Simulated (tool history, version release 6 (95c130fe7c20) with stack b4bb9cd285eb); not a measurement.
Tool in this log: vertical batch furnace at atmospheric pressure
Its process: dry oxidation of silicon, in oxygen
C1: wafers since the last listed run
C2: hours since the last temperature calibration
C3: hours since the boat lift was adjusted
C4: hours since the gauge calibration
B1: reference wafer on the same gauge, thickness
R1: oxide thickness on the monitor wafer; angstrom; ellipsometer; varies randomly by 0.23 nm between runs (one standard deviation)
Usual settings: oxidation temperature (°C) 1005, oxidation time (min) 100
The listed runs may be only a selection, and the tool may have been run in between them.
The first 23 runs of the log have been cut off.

run 24 hour=2092.9 | oxidation_temperature_(°C)=1005 oxidation_time_(min)=100 | C1=697 C2=232.3 C3=1126.6 C4=1098.2 | B1=82.27 | R1=776.5
run 25 hour=2132.4 | oxidation_temperature_(°C)=981 oxidation_time_(min)=120.5 | C1=514 C2=271.8 C3=1166.1 C4=1137.7 | B1=82.27 | R1=721.9
run 26 hour=2207 | oxidation_temperature_(°C)=1005 oxidation_time_(min)=125 | C1=971 C2=346.4 C3=1240.7 C4=1212.3 | B1=82.21 | R1=890.7
run 27 hour=2287.8 | oxidation_temperature_(°C)=1005 oxidation_time_(min)=100 | C1=1051 C2=427.2 C3=1321.5 C4=1293.1 | B1=82.36 | R1=782.6
run 28 hour=2423.7 | oxidation_temperature_(°C)=1005 oxidation_time_(min)=100 | C1=1769 C2=563.1 C3=1457.4 C4=1429 | B1=82.21 | R1=781.7
run 29 hour=2461.5 | oxidation_temperature_(°C)=1013 oxidation_time_(min)=65 | C1=492 C2=600.9 C3=1495.2 C4=1466.8 | B1=82.32 | R1=646.5
run 30 hour=2548.8 | oxidation_temperature_(°C)=1000 oxidation_time_(min)=100 | C1=1136 C2=688.2 C3=1582.5 C4=1554.1 | B1=82.35 | R1=745.7
run 31 hour=2593.2 | oxidation_temperature_(°C)=1005 oxidation_time_(min)=142.5 | C1=578 C2=732.6 C3=1626.9 C4=1598.5 | B1=82.32 | R1=976.5
run 32 hour=2688.7 | oxidation_temperature_(°C)=992 oxidation_time_(min)=125.5 | C1=1243 C2=828.1 C3=1722.4 C4=1694 | B1=82.3 | R1=810.1
run 33 hour=2777.3 | oxidation_temperature_(°C)=1027 oxidation_time_(min)=115 | C1=1153 C2=916.7 C3=1811 C4=1782.6 | B1=82.34 | R1=1031.8

Here are 3 independent what-if runs from the current tool condition. What would each one return?
run A hour=2782.9 | oxidation_temperature_(°C)=1005 oxidation_time_(min)=100 | C1=72 C2=922.3 C3=1816.6 C4=1788.2 | B1=? | R1=?
run B hour=2782.9 | oxidation_temperature_(°C)=1020 oxidation_time_(min)=100 | C1=72 C2=922.3 C3=1816.6 C4=1788.2 | B1=? | R1=?
run C hour=2782.9 | oxidation_temperature_(°C)=995 oxidation_time_(min)=67 | C1=72 C2=922.3 C3=1816.6 C4=1788.2 | B1=? | R1=?

run=A B1=82.39 R1=782.6
run=B B1=82.39 R1=887.2
run=C B1=82.39 R1=569.4
What these runs would have given with no unlogged condition in the tool:
run=A R1=770.4
run=B R1=873.6
run=C R1=561.1
